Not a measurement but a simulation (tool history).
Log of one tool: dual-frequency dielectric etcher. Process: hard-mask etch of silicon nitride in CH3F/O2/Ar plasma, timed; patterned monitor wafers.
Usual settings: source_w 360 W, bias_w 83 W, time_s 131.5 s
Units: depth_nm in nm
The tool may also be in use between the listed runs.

run	hour	source_w	bias_w	time_s	wafers since the last listed run	hours since the last wet clean	hours since the last source power generator calibration	hours since the last bias power generator calibration	hours since the last upper electrode change	hours since the gauge calibration	read-back reference wafer on the same gauge, depth_nm	depth_nm
1	0	300	83	143	0	244.5	3271.9	2154.1	1200.1	881.3	92.2	93.8
2	105.1	360	83	131.5	737	349.6	3377	2259.2	1305.2	986.4	92.2	91.8
# hour 218.8: wet clean of the chamber
3	219.3	360	83	131.5	633	0.5	3491.2	2373.4	1419.4	1100.6	92.2	93
4	281.4	360	83	131.5	435	62.6	3553.3	2435.5	1481.5	1162.7	92.2	92.7
5	389.1	360	83	131.5	755	170.3	3661	2543.2	1589.2	1270.4	92.2	92.2
6	453.6	360	83	131.5	452	234.8	3725.5	2607.7	1653.7	1334.9	92.2	92.1
7	558.9	420	83	131.5	738	340.1	3830.8	2713	1759	1440.2	92.2	97.6
8	621.3	360	83	131.5	437	402.5	3893.2	2775.4	1821.4	1502.6	92.2	91.5
# hour 670.6: gauge calibrated
9	675.1	360	83	131.5	377	456.3	3947	2829.2	1875.2	4.5	92.2	91.4
# hour 708.7: wet clean of the chamber
10	717.2	360	83	131.5	127	8.5	3989.1	2871.3	1917.3	46.6	92.2	92.5
11	823.2	360	83	131.5	743	114.5	4095.1	2977.3	2023.3	152.6	92.3	91.9
12	876.7	360	83	131.5	375	168	4148.6	3030.8	2076.8	206.1	92.2	92.1
13	947.2	360	68	113	494	238.5	4219.1	3101.3	2147.3	276.6	92.2	73.7
14	1006.7	360	68	113	417	298	4278.6	3160.8	2206.8	336.1	92.2	73.6
15	1089.4	320	92	116.5	580	380.7	4361.3	3243.5	2289.5	418.8	92.2	80.1
# hour 1175.9: wet clean of the chamber
16	1176.4	360	75	108.5	442	0.5	4448.3	3330.5	2376.5	505.8	92.2	73.3
# hour 1194.2: bias power generator calibrated
17	1202.2	290	97	131.5	152	26.3	4474.1	8	2402.3	531.6	92.2	92.1
18	1287.8	360	83	131.5	600	111.9	4559.7	93.6	2487.9	617.2	92.3	94.1
19	1341.1	420	83	156	374	165.2	4613	146.9	2541.2	670.5	92.2	118
20	1415.4	360	83	131.5	521	239.5	4687.3	221.2	2615.5	744.8	92.2	93.3
21	1500.5	360	77	131.5	597	324.6	4772.4	306.3	2700.6	829.9	92.2	90.8
# hour 1511.1: source power generator calibrated
22	1554.4	360	99	111.5	350	378.5	43.3	360.2	2754.5	883.8	92.2	83.9
# hour 1664.8: upper electrode replaced
# hour 1680.2: wet clean of the chamber
23	1801.1	440	76	118	1454	120.9	290	606.9	136.3	1130.5	92.2	87.7
24	1891.7	340	103	161	635	211.5	380.6	697.5	226.9	1221.1	92.2	120.4
25	1954.3	270	74	103	439	274.1	443.2	760.1	289.5	1283.7	92.2	62.7
26	2010.2	440	83	131.5	392	330	499.1	816	345.4	1339.6	92.2	99.8
27	2113.9	270	83	141.5	727	433.7	602.8	919.7	449.1	1443.3	92.2	89.4
# hour 2159.1: wet clean of the chamber
28	2184.8	360	83	131.5	329	25.7	673.7	990.6	520	1514.2	92.2	93.6
# hour 2193.4: gauge calibrated
29	2240.3	360	98	158	389	81.2	729.2	1046.1	575.5	46.9	92.2	119.9

4 ways to go on from here, each from the tool as it stands after run 29. What would each give?
A	2240.8	360	83	131.5	3	81.7	729.7	1046.6	576	47.4	?	?
B	2240.8	420	99	170	3	81.7	729.7	1046.6	576	47.4	?	?
C	2240.8	360	89	131.5	3	81.7	729.7	1046.6	576	47.4	?	?
D	2240.8	360	83	106.5	3	81.7	729.7	1046.6	576	47.4	?	?

run	read-back reference wafer on the same gauge, depth_nm	depth_nm
A	92.2	93.8
B	92.2	137
C	92.2	96.2
D	92.2	76
Without the tool's hidden state the same runs would have given:
run	depth_nm
A	94.6
B	138.2
C	97.1
D	76.6
